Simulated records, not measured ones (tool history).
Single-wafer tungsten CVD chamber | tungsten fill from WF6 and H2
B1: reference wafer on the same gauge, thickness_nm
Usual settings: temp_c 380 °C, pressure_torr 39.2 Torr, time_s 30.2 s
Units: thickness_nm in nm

run 1 hour=0.0 | temp_c=380 pressure_torr=39.2 time_s=30.2 | B1=75.175 | thickness_nm=63.844
run 2 hour=16.5 | temp_c=380 pressure_torr=39.2 time_s=30.2 | B1=75.227 | thickness_nm=63.447
run 3 hour=46.9 | temp_c=380 pressure_torr=39.2 time_s=30.2 | B1=75.189 | thickness_nm=63.806
run 4 hour=67.2 | temp_c=380 pressure_torr=39.2 time_s=30.2 | B1=75.187 | thickness_nm=63.351
run 5 hour=154.7 | temp_c=380 pressure_torr=39.2 time_s=30.2 | B1=75.232 | thickness_nm=63.366
run 6 hour=173.1 | temp_c=380 pressure_torr=39.2 time_s=30.2 | B1=75.190 | thickness_nm=63.397
-- hour=195.2 showerhead replaced
run 7 hour=198.5 | temp_c=380 pressure_torr=39.2 time_s=30.2 | B1=75.194 | thickness_nm=63.278
run 8 hour=219.3 | temp_c=380 pressure_torr=39.2 time_s=30.2 | B1=75.224 | thickness_nm=63.461
run 9 hour=232.9 | temp_c=380 pressure_torr=39.2 time_s=30.2 | B1=75.249 | thickness_nm=63.205
run 10 hour=267.0 | temp_c=380 pressure_torr=39.2 time_s=30.2 | B1=75.196 | thickness_nm=63.012
run 11 hour=316.3 | temp_c=394 pressure_torr=46.5 time_s=26.7 | B1=75.210 | thickness_nm=80.528
run 12 hour=335.3 | temp_c=389 pressure_torr=31.6 time_s=28.2 | B1=75.217 | thickness_nm=67.170
-- hour=349.7 gauge calibrated
run 13 hour=354.1 | temp_c=368 pressure_torr=39.2 time_s=25.9 | B1=75.147 | thickness_nm=40.383
-- hour=381.6 thermocouple changed; heater temperature recalibrated
run 14 hour=398.6 | temp_c=368 pressure_torr=36.4 time_s=30.2 | B1=75.232 | thickness_nm=53.007
run 15 hour=425.2 | temp_c=380 pressure_torr=39.2 time_s=30.2 | B1=75.157 | thickness_nm=71.588
-- hour=436.9 capacitance manometer re-zeroed and calibrated
run 16 hour=443.5 | temp_c=380 pressure_torr=32.0 time_s=27.2 | B1=75.179 | thickness_nm=60.210
run 17 hour=456.4 | temp_c=390 pressure_torr=39.2 time_s=30.2 | B1=75.239 | thickness_nm=88.826
run 18 hour=490.5 | temp_c=380 pressure_torr=39.2 time_s=30.2 | B1=75.211 | thickness_nm=71.360
run 19 hour=523.4 | temp_c=380 pressure_torr=31.7 time_s=26.0 | B1=75.226 | thickness_nm=57.262
run 20 hour=544.6 | temp_c=380 pressure_torr=39.2 time_s=30.2 | B1=75.215 | thickness_nm=71.281
run 21 hour=592.9 | temp_c=380 pressure_torr=39.2 time_s=26.6 | B1=75.206 | thickness_nm=62.481

Some steps in thickness_nm between neighbouring runs. How much of each would the tool show without its hidden state too (settings, what came in, random variation), and how much is left for the hidden state, with any gauge scatter that isn't in both results?
The hidden state here: wafer temperature above the value expected at the setpoint (K); true pressure above the setpoint (%); gauge reads high (%).
Run 12 -> 13: temp_c 389 -> 368, pressure_torr 31.6 -> 39.2, time_s 28.2 -> 25.9, gauge calibrated. thickness_nm -26.787 nm: hidden state +2.510, all else -29.297.
Run 13 -> 14: pressure_torr 39.2 -> 36.4, time_s 25.9 -> 30.2, thermocouple changed; heater temperature recalibrated. thickness_nm +12.624 nm: hidden state +6.142, all else +6.482.
Run 16 -> 17: temp_c 380 -> 390, pressure_torr 32.0 -> 39.2, time_s 27.2 -> 30.2. thickness_nm +28.616 nm: hidden state +0.321, all else +28.295.

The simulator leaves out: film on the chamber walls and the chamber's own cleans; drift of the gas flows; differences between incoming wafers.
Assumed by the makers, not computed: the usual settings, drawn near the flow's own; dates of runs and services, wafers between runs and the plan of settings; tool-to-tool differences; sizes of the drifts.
